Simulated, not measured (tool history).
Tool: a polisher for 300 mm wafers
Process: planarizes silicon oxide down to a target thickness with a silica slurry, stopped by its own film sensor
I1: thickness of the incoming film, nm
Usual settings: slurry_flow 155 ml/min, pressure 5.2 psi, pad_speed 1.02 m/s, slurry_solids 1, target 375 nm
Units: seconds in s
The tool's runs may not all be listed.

run 1 hour=0 | slurry_flow=155 pressure=5.2 pad_speed=1.02 slurry_solids=1 target=375 | I1=798.5 | seconds=122.6
run 2 hour=31.8 | slurry_flow=155 pressure=5.2 pad_speed=1.02 slurry_solids=1 target=375 | I1=799.5 | seconds=124
run 3 hour=91.3 | slurry_flow=155 pressure=5.2 pad_speed=1.02 slurry_solids=1 target=375 | I1=797.1 | seconds=124.2
-- hour=92.9 slurry nozzle cleaned
run 4 hour=147.2 | slurry_flow=155 pressure=5.2 pad_speed=1.02 slurry_solids=1 target=375 | I1=805.4 | seconds=126.4
-- hour=160 slurry blender recalibrated
run 5 hour=174.2 | slurry_flow=155 pressure=5.2 pad_speed=1.02 slurry_solids=1 target=375 | I1=809.9 | seconds=125.5
-- hour=187.8 conditioning disc replaced and pad reconditioned
run 6 hour=204.7 | slurry_flow=155 pressure=5.2 pad_speed=1.02 slurry_solids=1 target=375 | I1=787.7 | seconds=120.2
run 7 hour=243.3 | slurry_flow=155 pressure=5.2 pad_speed=1.02 slurry_solids=1 target=375 | I1=807.4 | seconds=124.2
-- hour=250.5 worn pad replaced by a new one
run 8 hour=289.3 | slurry_flow=155 pressure=5.2 pad_speed=1.02 slurry_solids=1 target=375 | I1=803 | seconds=119.6
run 9 hour=348.2 | slurry_flow=155 pressure=5.2 pad_speed=1.02 slurry_solids=1 target=375 | I1=800.1 | seconds=118.8
-- hour=399.9 slurry blender recalibrated
run 10 hour=401.2 | slurry_flow=155 pressure=5.2 pad_speed=1.02 slurry_solids=1 target=375 | I1=808.8 | seconds=124.5
run 11 hour=441.4 | slurry_flow=155 pressure=5.2 pad_speed=1.02 slurry_solids=1 target=375 | I1=797.8 | seconds=122.7
-- hour=452.2 slurry nozzle cleaned
-- hour=466.4 conditioning disc replaced and pad reconditioned
run 12 hour=466.9 | slurry_flow=175 pressure=5.8 pad_speed=1.02 slurry_solids=1.2 target=315 | I1=795.3 | seconds=112.5
run 13 hour=504.6 | slurry_flow=155 pressure=6.4 pad_speed=1.02 slurry_solids=1 target=489 | I1=806.8 | seconds=74.8
-- hour=540.1 worn pad replaced by a new one
run 14 hour=565.5 | slurry_flow=155 pressure=5.2 pad_speed=1.02 slurry_solids=1 target=375 | I1=812 | seconds=119.2
run 15 hour=591.3 | slurry_flow=155 pressure=5.2 pad_speed=1.02 slurry_solids=0.8 target=375 | I1=812.5 | seconds=136.5
run 16 hour=657.1 | slurry_flow=155 pressure=5.2 pad_speed=1.02 slurry_solids=1 target=375 | I1=802.2 | seconds=118.8
-- hour=668 slurry blender recalibrated
run 17 hour=708 | slurry_flow=205 pressure=5.9 pad_speed=1.32 slurry_solids=1 target=375 | I1=797.8 | seconds=84.9
-- hour=726.5 conditioning disc replaced and pad reconditioned
run 18 hour=739.9 | slurry_flow=155 pressure=5.2 pad_speed=0.88 slurry_solids=0.8 target=375 | I1=802.8 | seconds=153
-- hour=779.3 worn pad replaced by a new one
run 19 hour=788.2 | slurry_flow=155 pressure=5.2 pad_speed=1.26 slurry_solids=0.9 target=455 | I1=809.3 | seconds=85.2
run 20 hour=836.9 | slurry_flow=170 pressure=6.3 pad_speed=1.02 slurry_solids=1 target=375 | I1=811.6 | seconds=98.9
-- hour=878.4 slurry nozzle cleaned
-- hour=886.2 head pressure recalibrated
run 21 hour=886.7 | slurry_flow=135 pressure=6.5 pad_speed=1.14 slurry_solids=1.3 target=375 | I1=794.8 | seconds=84.7
-- hour=971.7 slurry blender recalibrated
-- hour=995.1 conditioning disc replaced and pad reconditioned
run 22 hour=1029.5 | slurry_flow=180 pressure=5.2 pad_speed=1.02 slurry_solids=1.15 target=375 | I1=805 | seconds=113.1
-- hour=1054 worn pad replaced by a new one
run 23 hour=1070.5 | slurry_flow=170 pressure=4.3 pad_speed=1.02 slurry_solids=0.7 target=500 | I1=811 | seconds=122
run 24 hour=1133 | slurry_flow=155 pressure=6.2 pad_speed=1.14 slurry_solids=1 target=375 | I1=787 | seconds=91.1
run 25 hour=1199.9 | slurry_flow=195 pressure=5.2 pad_speed=1.02 slurry_solids=1 target=475 | I1=786.9 | seconds=85.7

4 ways to go on from here, each from the tool as it stands after run 25. What would each give?
run A hour=1200.4 | slurry_flow=155 pressure=5.2 pad_speed=1.02 slurry_solids=1 target=375 | I1=795.2 | seconds=?
run B hour=1200.4 | slurry_flow=155 pressure=5.2 pad_speed=1.2 slurry_solids=1.15 target=480 | I1=795.2 | seconds=?
run C hour=1200.4 | slurry_flow=155 pressure=6.9 pad_speed=1.02 slurry_solids=1 target=466 | I1=795.2 | seconds=?
run D hour=1200.4 | slurry_flow=105 pressure=5.2 pad_speed=1.02 slurry_solids=1 target=292 | I1=795.2 | seconds=?

run=A seconds=118
run=B seconds=73.7
run=C seconds=71.7
run=D seconds=150.6
Without the tool's hidden state the same runs would have given:
run=A seconds=117.4
run=B seconds=73.3
run=C seconds=71.3
run=D seconds=149.8
